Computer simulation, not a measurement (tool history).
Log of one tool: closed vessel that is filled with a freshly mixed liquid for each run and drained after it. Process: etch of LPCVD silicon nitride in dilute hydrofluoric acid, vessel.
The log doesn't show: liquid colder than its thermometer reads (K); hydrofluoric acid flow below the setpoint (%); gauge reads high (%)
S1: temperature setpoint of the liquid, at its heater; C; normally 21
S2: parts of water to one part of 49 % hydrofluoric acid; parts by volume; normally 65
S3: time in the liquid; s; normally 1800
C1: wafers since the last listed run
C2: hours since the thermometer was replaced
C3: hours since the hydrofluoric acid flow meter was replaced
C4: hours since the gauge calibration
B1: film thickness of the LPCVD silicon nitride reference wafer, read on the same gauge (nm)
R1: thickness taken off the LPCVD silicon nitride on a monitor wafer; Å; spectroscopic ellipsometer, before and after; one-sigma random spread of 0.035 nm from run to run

{"run": 1, "hour": 0.0, "S1": 24.5, "S2": 65, "S3": 990, "C1": 0, "C2": 1800.3, "C3": 1999.2, "C4": 28.7, "B1": 109.99, "R1": 69}
{"run": 2, "hour": 10.2, "S1": 24.5, "S2": 65, "S3": 990, "C1": 351, "C2": 1810.5, "C3": 2009.4, "C4": 38.9, "B1": 110.01, "R1": 68.7}
{"run": 3, "hour": 17.1, "S1": 21, "S2": 45, "S3": 1800, "C1": 237, "C2": 1817.4, "C3": 2016.3, "C4": 45.8, "B1": 110, "R1": 140.2}
{"run": 4, "hour": 29.5, "S1": 21, "S2": 45, "S3": 1800, "C1": 427, "C2": 1829.8, "C3": 2028.7, "C4": 58.2, "B1": 109.95, "R1": 140.8}
{"run": 5, "hour": 36.9, "S1": 21, "S2": 45, "S3": 1800, "C1": 255, "C2": 1837.2, "C3": 2036.1, "C4": 65.6, "B1": 110.01, "R1": 140.4}
{"run": 6, "hour": 48.8, "S1": 21, "S2": 65, "S3": 1800, "C1": 410, "C2": 1849.1, "C3": 2048, "C4": 77.5, "B1": 109.99, "R1": 97.9}
{"run": 7, "hour": 61.0, "S1": 21, "S2": 65, "S3": 1800, "C1": 420, "C2": 1861.3, "C3": 2060.2, "C4": 89.7, "B1": 110, "R1": 98.4}
{"run": 8, "hour": 67.2, "S1": 17, "S2": 85, "S3": 2395, "C1": 213, "C2": 1867.5, "C3": 2066.4, "C4": 95.9, "B1": 109.99, "R1": 75.7}
{"run": 9, "hour": 80.2, "S1": 21, "S2": 65, "S3": 1800, "C1": 448, "C2": 1880.5, "C3": 2079.4, "C4": 108.9, "B1": 109.99, "R1": 97.4}
{"hour": 95.6, "done": "gauge calibrated"}
{"run": 10, "hour": 97.2, "S1": 23.5, "S2": 55, "S3": 1010, "C1": 586, "C2": 1897.5, "C3": 2096.4, "C4": 1.6, "B1": 110.02, "R1": 76.9}
{"hour": 98.3, "done": "hydrofluoric acid flow meter replaced"}
{"run": 11, "hour": 110.4, "S1": 17, "S2": 80, "S3": 2070, "C1": 420, "C2": 1910.7, "C3": 12.1, "C4": 14.8, "B1": 109.98, "R1": 69}
{"hour": 121.9, "done": "thermometer replaced"}
{"run": 12, "hour": 127.4, "S1": 21, "S2": 65, "S3": 1800, "C1": 551, "C2": 5.5, "C3": 29.1, "C4": 31.8, "B1": 109.99, "R1": 116.8}
{"run": 13, "hour": 137.6, "S1": 17, "S2": 45, "S3": 1400, "C1": 351, "C2": 15.7, "C3": 39.3, "C4": 42, "B1": 110.02, "R1": 98.4}
{"run": 14, "hour": 146.0, "S1": 21, "S2": 45, "S3": 2875, "C1": 289, "C2": 24.1, "C3": 47.7, "C4": 50.4, "B1": 110.01, "R1": 266.9}
{"run": 15, "hour": 155.7, "S1": 21, "S2": 65, "S3": 2270, "C1": 334, "C2": 33.8, "C3": 57.4, "C4": 60.1, "B1": 109.97, "R1": 146.5}

Forecast each of these 3 alternatives for the next run:
{"run": "A", "hour": 156.8, "S1": 21, "S2": 65, "S3": 1395, "C1": 37, "C2": 34.9, "C3": 58.5, "C4": 61.2, "B1": "?", "R1": "?"}
{"run": "B", "hour": 156.8, "S1": 19, "S2": 55, "S3": 760, "C1": 37, "C2": 34.9, "C3": 58.5, "C4": 61.2, "B1": "?", "R1": "?"}
{"run": "C", "hour": 156.8, "S1": 23, "S2": 80, "S3": 2325, "C1": 37, "C2": 34.9, "C3": 58.5, "C4": 61.2, "B1": "?", "R1": "?"}

run=A B1=109.96 R1=89.6
run=B B1=109.96 R1=50
run=C B1=109.96 R1=139.6
With the hidden condition removed and each run's random variation left untouched, the same runs would have given:
run=A R1=91.6
run=B R1=51.1
run=C R1=142.6

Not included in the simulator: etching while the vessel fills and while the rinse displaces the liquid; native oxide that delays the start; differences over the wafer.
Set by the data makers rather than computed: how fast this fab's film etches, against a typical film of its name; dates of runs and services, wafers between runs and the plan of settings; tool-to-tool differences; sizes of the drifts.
